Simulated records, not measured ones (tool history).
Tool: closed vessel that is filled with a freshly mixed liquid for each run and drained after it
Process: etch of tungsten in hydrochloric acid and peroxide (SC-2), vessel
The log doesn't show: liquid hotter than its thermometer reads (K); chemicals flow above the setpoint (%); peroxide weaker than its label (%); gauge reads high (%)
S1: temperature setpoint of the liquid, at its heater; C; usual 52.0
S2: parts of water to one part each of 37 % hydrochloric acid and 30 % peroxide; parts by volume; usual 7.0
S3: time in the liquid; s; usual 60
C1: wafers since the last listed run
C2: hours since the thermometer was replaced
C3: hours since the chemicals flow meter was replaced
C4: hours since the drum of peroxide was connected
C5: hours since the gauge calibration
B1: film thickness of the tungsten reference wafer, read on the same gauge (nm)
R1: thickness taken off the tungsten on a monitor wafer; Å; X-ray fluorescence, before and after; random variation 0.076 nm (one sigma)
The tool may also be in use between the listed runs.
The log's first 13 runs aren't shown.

run,day,S1,S2,S3,C1,C2,C3,C4,C5,B1,R1
14,32.908,52.0,8.0,60,3652,826.0,160.1,441.9,847.7,100.04,188.7
15,35.871,52.0,8.0,60,9274,897.1,231.2,513.0,918.8,99.96,188.2
16,37.542,52.0,7.0,60,5230,937.2,271.3,553.1,958.9,99.99,209.8
17,39.500,47.5,6.0,70,6130,984.2,318.3,600.1,1005.9,100.03,202.4
# day 41.646: thermometer replaced
18,41.962,46.0,9.5,45,7578,7.6,377.4,659.2,1065.0,100.01,81.8
19,44.038,52.0,7.0,60,6496,57.4,427.2,709.0,1114.8,100.02,208.1
20,46.075,56.0,7.0,60,6378,106.3,476.1,757.9,1163.7,99.99,270.3
21,48.171,52.0,4.5,45,6561,156.6,526.4,808.2,1214.0,99.98,214.8
22,50.767,52.0,6.0,70,8126,218.9,588.7,870.5,1276.3,99.98,271.0
23,52.125,48.0,10.5,35,4252,251.5,621.3,903.1,1308.9,100.02,66.3
# day 52.600: chemicals flow meter replaced
24,53.767,59.5,4.0,60,5009,290.9,28.0,942.5,1348.3,99.97,503.0
25,55.108,56.0,7.0,75,4200,323.1,60.2,974.7,1380.5,99.98,334.3
26,56.508,52.0,5.5,95,4382,356.7,93.8,1008.3,1414.1,99.99,392.3
# day 59.067: new drum of peroxide connected
27,59.962,57.0,4.0,90,10683,439.6,176.7,21.5,1497.0,99.94,660.1
28,62.721,52.0,7.0,60,8635,505.8,242.9,87.7,1563.2,99.96,211.5
29,64.442,52.0,7.0,60,5387,547.1,284.2,129.0,1604.5,99.96,210.6
30,66.692,58.5,7.0,70,7044,601.1,338.2,183.0,1658.5,100.06,375.1

Forecast each of these 4 alternatives for the next run:
A,66.721,57.5,7.0,60,91,601.8,338.9,183.7,1659.2,?,?
B,66.721,61.0,10.5,85,91,601.8,338.9,183.7,1659.2,?,?
C,66.721,45.5,10.0,90,91,601.8,338.9,183.7,1659.2,?,?
D,66.721,52.0,5.5,75,91,601.8,338.9,183.7,1659.2,?,?

run,B1,R1
A,99.96,303.0
B,99.96,385.2
C,99.96,154.2
D,99.96,318.3
Without the tool's hidden state the same runs would have given:
run,R1
A,305.1
B,388.0
C,155.3
D,320.5
